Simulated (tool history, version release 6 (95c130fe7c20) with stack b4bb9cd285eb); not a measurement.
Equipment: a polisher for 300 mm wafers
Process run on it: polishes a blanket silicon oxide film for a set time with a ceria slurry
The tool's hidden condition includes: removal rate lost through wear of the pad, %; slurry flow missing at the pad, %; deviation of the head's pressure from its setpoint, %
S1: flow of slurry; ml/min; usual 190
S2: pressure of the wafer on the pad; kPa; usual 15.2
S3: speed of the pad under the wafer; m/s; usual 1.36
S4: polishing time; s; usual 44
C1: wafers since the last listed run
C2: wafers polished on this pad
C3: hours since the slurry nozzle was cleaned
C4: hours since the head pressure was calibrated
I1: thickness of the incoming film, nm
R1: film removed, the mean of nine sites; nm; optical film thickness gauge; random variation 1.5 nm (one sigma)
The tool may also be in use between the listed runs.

| run | day | S1 | S2 | S3 | S4 | C1 | C2 | C3 | C4 | I1 | R1 |
|---|---|---|---|---|---|---|---|---|---|---|---|
| 1 | 0 | 140 | 16.5 | 1.36 | 44 | 0 | 1795 | 10.6 | 461.1 | 1645.8 | 198.8 |
| 2 | 2.646 | 140 | 16.5 | 1.36 | 44 | 909 | 2704 | 74.1 | 524.6 | 1612.2 | 194 |
| 3 | 6.942 | 175 | 15.2 | 1.64 | 44 | 1476 | 4181 | 177.2 | 627.7 | 1612.5 | 222.9 |
| 4 | 11.212 | 175 | 15.2 | 1.64 | 44 | 1467 | 5649 | 279.7 | 730.2 | 1632.6 | 225.3 |
| 5 | 14.975 | 190 | 15.2 | 1.36 | 44 | 1293 | 6942 | 370 | 820.5 | 1597.3 | 189.8 |
| 6 | 16.483 | 190 | 15.2 | 1.36 | 44 | 518 | 7460 | 406.2 | 856.7 | 1650.6 | 186.8 |
|  | 19.617 | worn pad replaced by a new one |
| 7 | 19.796 | 190 | 15.2 | 1.36 | 44 | 1081 | 61 | 485.7 | 936.2 | 1608.9 | 184 |
|  | 23.858 | slurry nozzle cleaned |
| 8 | 23.925 | 190 | 15.2 | 1.36 | 44 | 1404 | 1466 | 1.6 | 1035.3 | 1588.5 | 189.6 |
| 9 | 25.979 | 190 | 15.2 | 1.36 | 44 | 706 | 2172 | 50.9 | 1084.6 | 1640.8 | 190.4 |
|  | 27.108 | head pressure recalibrated |
| 10 | 28.15 | 190 | 12.4 | 1.36 | 44 | 717 | 2890 | 103 | 25 | 1616 | 155.5 |
| 11 | 30.254 | 210 | 15.2 | 1.36 | 44 | 723 | 3613 | 153.5 | 75.5 | 1628.2 | 196.7 |
| 12 | 32.558 | 190 | 15.2 | 1.36 | 44 | 791 | 4405 | 208.8 | 130.8 | 1655.2 | 192.5 |
| 13 | 37.004 | 190 | 15.2 | 1.36 | 44 | 1528 | 5933 | 315.5 | 237.5 | 1615.3 | 189.8 |
| 14 | 40.988 | 190 | 15.2 | 1.36 | 44 | 1369 | 7302 | 411.1 | 333.1 | 1608.4 | 185.9 |
| 15 | 42.55 | 190 | 15.2 | 1.36 | 44 | 537 | 7839 | 448.6 | 370.6 | 1601.8 | 187.9 |
|  | 44.508 | worn pad replaced by a new one |
|  | 48.275 | slurry nozzle cleaned |
| 16 | 50.033 | 190 | 15.2 | 1.36 | 44 | 2500 | 1884 | 42.2 | 550.2 | 1594.3 | 191.8 |
| 17 | 58.988 | 190 | 15.2 | 1.36 | 44 | 3077 | 4961 | 257.1 | 765.1 | 1604.9 | 192.6 |
| 18 | 68.746 | 190 | 15.2 | 1.36 | 44 | 3354 | 8315 | 491.3 | 999.3 | 1619.6 | 184 |
|  | 71.242 | worn pad replaced by a new one |
|  | 71.642 | head pressure recalibrated |
|  | 76.804 | slurry nozzle cleaned |
| 19 | 81.512 | 150 | 15.2 | 1.36 | 44 | 4287 | 3487 | 113 | 236.9 | 1612.5 | 179.7 |
| 20 | 84.996 | 190 | 15.2 | 1.78 | 40 | 1197 | 4684 | 196.6 | 320.5 | 1624.3 | 225.3 |
| 21 | 87.821 | 235 | 12.4 | 1.76 | 40 | 970 | 5655 | 264.4 | 388.3 | 1600.9 | 183.6 |
| 22 | 91.075 | 165 | 15.2 | 1.36 | 44 | 1118 | 6774 | 342.5 | 466.4 | 1599.7 | 183.7 |
| 23 | 95.542 | 190 | 15.2 | 0.96 | 44 | 1535 | 8309 | 449.7 | 573.6 | 1618.6 | 132.4 |
|  | 96.979 | worn pad replaced by a new one |
| 24 | 97.538 | 190 | 15.2 | 1.36 | 44 | 628 | 191 | 497.6 | 621.5 | 1622.8 | 183.1 |
| 25 | 99.638 | 170 | 13.8 | 1.36 | 38 | 721 | 913 | 548 | 671.9 | 1615 | 138.6 |
| 26 | 102.05 | 160 | 15.2 | 1.36 | 39 | 829 | 1742 | 605.9 | 729.8 | 1605.6 | 156.3 |
| 27 | 106.408 | 190 | 17.9 | 1.66 | 44 | 1497 | 3240 | 710.5 | 834.4 | 1616.1 | 256.2 |
|  | 106.875 | slurry nozzle cleaned |
| 28 | 110.842 | 190 | 15.2 | 1.36 | 44 | 1509 | 4749 | 95.2 | 940.8 | 1602 | 189.4 |
| 29 | 119.442 | 190 | 15.2 | 1.36 | 44 | 2955 | 7705 | 301.6 | 1147.2 | 1628.6 | 190.4 |
|  | 120.067 | head pressure recalibrated |
| 30 | 123.275 | 240 | 15.2 | 1.36 | 57 | 1288 | 8994 | 393.6 | 77 | 1604.4 | 252.9 |
|  | 124.833 | worn pad replaced by a new one |
| 31 | 125.408 | 190 | 18.6 | 1.54 | 44 | 675 | 197 | 444.8 | 128.2 | 1610.1 | 258 |
| 32 | 127.979 | 140 | 13.1 | 1.36 | 44 | 883 | 1081 | 506.5 | 189.9 | 1595.8 | 149.4 |
| 33 | 131.375 | 190 | 16.5 | 1.36 | 44 | 1167 | 2248 | 588 | 271.4 | 1622.3 | 197.5 |
|  | 133.4 | slurry nozzle cleaned |
| 34 | 134.279 | 175 | 15.2 | 1.64 | 44 | 983 | 3232 | 21.1 | 341.1 | 1594 | 227.5 |

Hidden condition of the tool, last listed run before each entry between runs versus first listed run after:
Between runs 6 and 7: worn pad replaced by a new one (day 19.617)
  slurry flow missing at the pad, %: 14 -> 18.6
  what was measured, less what the result would be without the hidden state, R1: -4.7 -> -6.6 nm
Between runs 7 and 8: slurry nozzle cleaned (day 23.858)
  slurry flow missing at the pad, %: 18.6 -> 2.58
  what was measured, less what the result would be without the hidden state, R1: -6.6 -> -0.7 nm
Between runs 9 and 10: head pressure recalibrated (day 27.108)
  slurry flow missing at the pad, %: 2.75 -> 3.27
  what was measured, less what the result would be without the hidden state, R1: -0.8 -> -0.8 nm
Between runs 15 and 16: worn pad replaced by a new one (day 44.508); slurry nozzle cleaned (day 48.275)
  slurry flow missing at the pad, %: 15.7 -> 2.22
  what was measured, less what the result would be without the hidden state, R1: -5.5 -> -0.7 nm
Between runs 18 and 19: worn pad replaced by a new one (day 71.242); head pressure recalibrated (day 71.642); slurry nozzle cleaned (day 76.804)
  slurry flow missing at the pad, %: 17.9 -> 3.44
  what was measured, less what the result would be without the hidden state, R1: -6.2 -> -1.3 nm
Between runs 23 and 24: worn pad replaced by a new one (day 96.979)
  slurry flow missing at the pad, %: 15.8 -> 18.8
  what was measured, less what the result would be without the hidden state, R1: -3.9 -> -6.6 nm
Between runs 27 and 28: slurry nozzle cleaned (day 106.875)
  slurry flow missing at the pad, %: 35.6 -> 2.63
  what was measured, less what the result would be without the hidden state, R1: -23.2 -> -0.8 nm
Between runs 29 and 30: head pressure recalibrated (day 120.067)
  slurry flow missing at the pad, %: 7.99 -> 12.2
  what was measured, less what the result would be without the hidden state, R1: -2.5 -> -4.2 nm
Between runs 30 and 31: worn pad replaced by a new one (day 124.833)
  slurry flow missing at the pad, %: 12.2 -> 15
  what was measured, less what the result would be without the hidden state, R1: -4.2 -> -7 nm
Between runs 33 and 34: slurry nozzle cleaned (day 133.4)
  slurry flow missing at the pad, %: 24.7 -> 1.21
  what was measured, less what the result would be without the hidden state, R1: -10.3 -> -0.5 nm
